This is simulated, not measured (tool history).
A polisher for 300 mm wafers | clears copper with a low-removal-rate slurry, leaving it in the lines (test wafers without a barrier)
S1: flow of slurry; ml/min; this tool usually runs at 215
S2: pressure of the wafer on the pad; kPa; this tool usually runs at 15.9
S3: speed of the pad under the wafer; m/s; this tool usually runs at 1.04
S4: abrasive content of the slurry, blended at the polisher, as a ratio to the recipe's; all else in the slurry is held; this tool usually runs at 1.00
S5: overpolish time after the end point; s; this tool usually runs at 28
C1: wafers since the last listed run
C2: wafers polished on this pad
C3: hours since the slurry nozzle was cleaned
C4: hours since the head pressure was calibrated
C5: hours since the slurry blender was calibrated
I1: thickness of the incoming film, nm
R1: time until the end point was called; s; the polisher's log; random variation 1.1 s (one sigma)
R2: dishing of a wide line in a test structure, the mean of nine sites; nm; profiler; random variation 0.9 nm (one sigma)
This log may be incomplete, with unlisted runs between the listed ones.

| run | hour | S1 | S2 | S3 | S4 | S5 | C1 | C2 | C3 | C4 | C5 | I1 | R1 | R2 |
|---|---|---|---|---|---|---|---|---|---|---|---|---|---|---|
| 1 | 0.0 | 215 | 15.9 | 1.04 | 1.00 | 28 | 0 | 440 | 367.7 | 398.7 | 51.9 | 210.6 | 76.4 | 50.8 |
| 2 | 7.4 | 215 | 13.8 | 0.84 | 1.00 | 28 | 70 | 510 | 375.1 | 406.1 | 59.3 | 212.6 | 107.3 | 39.6 |
| 3 | 21.7 | 215 | 13.8 | 0.84 | 1.00 | 28 | 135 | 646 | 389.4 | 420.4 | 73.6 | 211.1 | 102.9 | 40.4 |
| 4 | 29.0 | 165 | 15.9 | 1.04 | 1.00 | 28 | 69 | 715 | 396.7 | 427.7 | 80.9 | 213.9 | 80.1 | 49.8 |
| 5 | 39.8 | 165 | 15.9 | 1.04 | 1.00 | 28 | 102 | 818 | 407.5 | 438.5 | 91.7 | 213.8 | 80.6 | 48.7 |
|  | 45.3 | worn pad replaced by a new one |
| 6 | 52.6 | 165 | 15.9 | 1.04 | 1.00 | 28 | 83 | 69 | 420.3 | 451.3 | 104.5 | 205.5 | 76.3 | 50.6 |
| 7 | 63.8 | 215 | 13.8 | 1.04 | 1.00 | 28 | 106 | 176 | 431.5 | 462.5 | 115.7 | 209.8 | 84.4 | 45.0 |
|  | 67.7 | head pressure recalibrated |
| 8 | 72.6 | 215 | 13.8 | 1.04 | 1.00 | 28 | 64 | 240 | 440.3 | 4.9 | 124.5 | 207.2 | 89.6 | 45.6 |
| 9 | 80.2 | 215 | 13.8 | 1.04 | 1.00 | 28 | 72 | 312 | 447.9 | 12.5 | 132.1 | 213.0 | 92.6 | 43.3 |
| 10 | 90.7 | 260 | 15.9 | 0.94 | 1.00 | 42 | 99 | 412 | 458.4 | 23.0 | 142.6 | 207.4 | 83.5 | 61.3 |
| 11 | 101.5 | 165 | 15.9 | 1.04 | 1.00 | 28 | 102 | 515 | 469.2 | 33.8 | 153.4 | 209.8 | 82.1 | 46.1 |
| 12 | 124.3 | 215 | 15.9 | 1.04 | 1.00 | 28 | 216 | 731 | 492.0 | 56.6 | 176.2 | 211.0 | 81.5 | 48.8 |
|  | 133.6 | slurry nozzle cleaned |
|  | 135.9 | worn pad replaced by a new one, of another model than before |
| 13 | 136.4 | 215 | 15.9 | 1.04 | 0.85 | 28 | 84 | 5 | 2.8 | 68.7 | 188.3 | 211.8 | 84.6 | 45.4 |
| 14 | 147.2 | 215 | 15.9 | 1.04 | 1.00 | 28 | 102 | 107 | 13.6 | 79.5 | 199.1 | 209.0 | 78.9 | 48.0 |
| 15 | 154.8 | 280 | 19.3 | 1.32 | 1.00 | 28 | 72 | 179 | 21.2 | 87.1 | 206.7 | 208.0 | 58.0 | 60.4 |
| 16 | 162.6 | 170 | 15.9 | 0.70 | 0.80 | 38 | 74 | 254 | 29.0 | 94.9 | 214.5 | 210.8 | 109.0 | 48.3 |
| 17 | 169.5 | 215 | 15.9 | 1.30 | 1.00 | 28 | 65 | 319 | 35.9 | 101.8 | 221.4 | 210.5 | 71.8 | 54.2 |
|  | 181.9 | slurry blender recalibrated |
| 18 | 184.5 | 255 | 15.9 | 1.20 | 1.00 | 28 | 123 | 443 | 50.9 | 116.8 | 2.6 | 208.6 | 71.1 | 51.6 |
| 19 | 197.0 | 215 | 15.9 | 1.04 | 1.00 | 28 | 118 | 561 | 63.4 | 129.3 | 15.1 | 210.3 | 80.1 | 48.9 |
| 20 | 205.1 | 235 | 15.9 | 1.36 | 1.00 | 28 | 76 | 638 | 71.5 | 137.4 | 23.2 | 208.5 | 65.5 | 53.8 |
|  | 220.4 | worn pad replaced by a new one |
| 21 | 229.3 | 215 | 11.0 | 1.26 | 1.00 | 28 | 191 | 84 | 95.7 | 161.6 | 47.4 | 208.3 | 85.1 | 44.3 |
| 22 | 242.6 | 285 | 15.9 | 1.26 | 1.00 | 28 | 126 | 210 | 109.0 | 174.9 | 60.7 | 207.6 | 68.4 | 56.0 |
| 23 | 278.7 | 145 | 12.4 | 0.84 | 1.00 | 28 | 342 | 553 | 145.1 | 211.0 | 96.8 | 210.2 | 114.8 | 36.2 |
| 24 | 296.2 | 215 | 11.0 | 1.04 | 1.00 | 28 | 166 | 719 | 162.6 | 228.5 | 114.3 | 211.4 | 98.6 | 40.1 |
|  | 303.1 | worn pad replaced by a new one |
| 25 | 303.7 | 215 | 15.9 | 1.04 | 1.00 | 28 | 33 | 5 | 170.1 | 236.0 | 121.8 | 208.8 | 78.8 | 49.2 |
| 26 | 313.2 | 240 | 15.9 | 1.04 | 1.00 | 28 | 90 | 95 | 179.6 | 245.5 | 131.3 | 211.5 | 79.0 | 49.4 |
| 27 | 320.4 | 215 | 12.4 | 0.90 | 1.00 | 28 | 68 | 164 | 186.8 | 252.7 | 138.5 | 210.3 | 97.6 | 39.8 |

Branching from run 27: 5 alternative next runs. What would each branch give?
| A | 320.9 | 215 | 15.9 | 1.24 | 1.00 | 28 | 4 | 168 | 187.3 | 253.2 | 139.0 | 208.0 | ? | ? |
| B | 320.9 | 215 | 15.9 | 0.90 | 1.00 | 17 | 4 | 168 | 187.3 | 253.2 | 139.0 | 208.0 | ? | ? |
| C | 320.9 | 215 | 15.9 | 1.04 | 1.00 | 22 | 4 | 168 | 187.3 | 253.2 | 139.0 | 208.0 | ? | ? |
| D | 320.9 | 195 | 17.9 | 1.04 | 1.00 | 22 | 4 | 168 | 187.3 | 253.2 | 139.0 | 208.0 | ? | ? |
| E | 320.9 | 215 | 15.9 | 1.04 | 1.10 | 28 | 4 | 168 | 187.3 | 253.2 | 139.0 | 208.0 | ? | ? |

| run | R1 | R2 |
|---|---|---|
| A | 70.5 | 53.5 |
| B | 84.1 | 31.7 |
| C | 77.9 | 41.6 |
| D | 73.3 | 43.8 |
| E | 75.9 | 50.8 |
With no hidden state in the tool, these same runs would have given:
| run | R1 | R2 |
|---|---|---|
| A | 71.6 | 52.9 |
| B | 85.4 | 31.3 |
| C | 79.1 | 41.0 |
| D | 74.4 | 43.2 |
| E | 77.1 | 50.2 |
